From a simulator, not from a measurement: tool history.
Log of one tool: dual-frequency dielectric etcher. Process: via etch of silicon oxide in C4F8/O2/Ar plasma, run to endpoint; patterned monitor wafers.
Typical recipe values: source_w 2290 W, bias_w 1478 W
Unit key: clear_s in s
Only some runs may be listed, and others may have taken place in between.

run	hour	source_w	bias_w	incoming incoming film thickness, nm	clear_s
1	0.0	2290	1478	1035.6	216.9
2	49.8	2290	1478	1038.7	217.8
3	95.1	2290	1478	1041.8	219.7
4	140.2	2610	1383	1046.2	210.3
5	192.3	2610	1383	1040.0	208.0
6	218.5	2610	1383	1038.6	208.9
7	251.0	2290	1478	1038.1	218.1
# hour 298.9: wet clean of the chamber
8	419.1	2290	1478	1047.2	219.4
9	472.3	2290	1478	1044.7	219.0
# hour 515.7: bias power generator calibrated
# hour 532.5: upper electrode replaced
10	543.1	2290	1478	1044.0	223.3
11	599.8	2290	1478	1043.6	221.4
12	657.2	2290	1478	1035.3	220.8
13	715.3	2670	1478	1044.3	205.7
# hour 781.4: wet clean of the chamber
14	781.8	2290	1478	1032.4	219.3
15	848.0	2830	1322	1043.4	207.5
16	907.8	2620	1131	1036.8	222.2
17	951.2	2290	1478	1036.3	220.4
18	1013.2	2610	1574	1038.9	202.1
19	1038.4	2290	1478	1042.4	222.5
20	1095.0	2290	1242	1057.2	237.5
21	1146.1	2290	1478	1056.3	224.2
# hour 1205.2: wet clean of the chamber
22	1205.7	1880	1645	1046.4	236.4
# hour 1219.5: source power generator calibrated
23	1228.4	2600	1643	1034.6	194.6
24	1289.8	2290	1478	1052.0	218.8
25	1352.7	1960	1705	1026.5	220.8
26	1417.9	2000	1305	1045.8	241.0
27	1472.5	2710	1649	1039.1	192.3
28	1544.5	2290	1478	1032.9	213.3
29	1590.8	2050	1478	1041.1	227.1
30	1643.7	1970	1478	1047.5	233.5
31	1668.4	2040	1277	1047.4	239.5
# hour 1707.9: wet clean of the chamber
32	1732.0	2290	1478	1041.2	214.7
33	1757.5	2290	1478	1040.8	215.1
34	1823.9	2820	1478	1043.6	195.7
35	1888.4	2120	1712	1047.2	214.6

For each run, the measured value with the value that run would have given without the tool's hidden condition subtracted. The run-to-run variation is shared by both, the gauge scatter possibly not:
The tool's hidden condition here consists of: etch rate over this chamber's usual, %; source power that arrives over what is set, %; bias power that arrives over what is set, %.
run	clear_s
1	+0.9
2	+1.0
3	+1.1
4	+1.2
5	+1.2
6	+1.3
7	+1.2
8	+1.4
9	+1.4
10	+4.8
11	+4.6
12	+4.4
13	+4.0
14	+4.0
15	+3.8
16	+4.2
17	+3.9
18	+3.4
19	+3.8
20	+4.2
21	+3.7
22	+3.6
23	-1.8
24	-2.0
25	-2.2
26	-2.2
27	-1.9
28	-2.0
29	-2.1
30	-2.2
31	-2.1
32	-1.9
33	-1.9
34	-1.6
35	-2.0

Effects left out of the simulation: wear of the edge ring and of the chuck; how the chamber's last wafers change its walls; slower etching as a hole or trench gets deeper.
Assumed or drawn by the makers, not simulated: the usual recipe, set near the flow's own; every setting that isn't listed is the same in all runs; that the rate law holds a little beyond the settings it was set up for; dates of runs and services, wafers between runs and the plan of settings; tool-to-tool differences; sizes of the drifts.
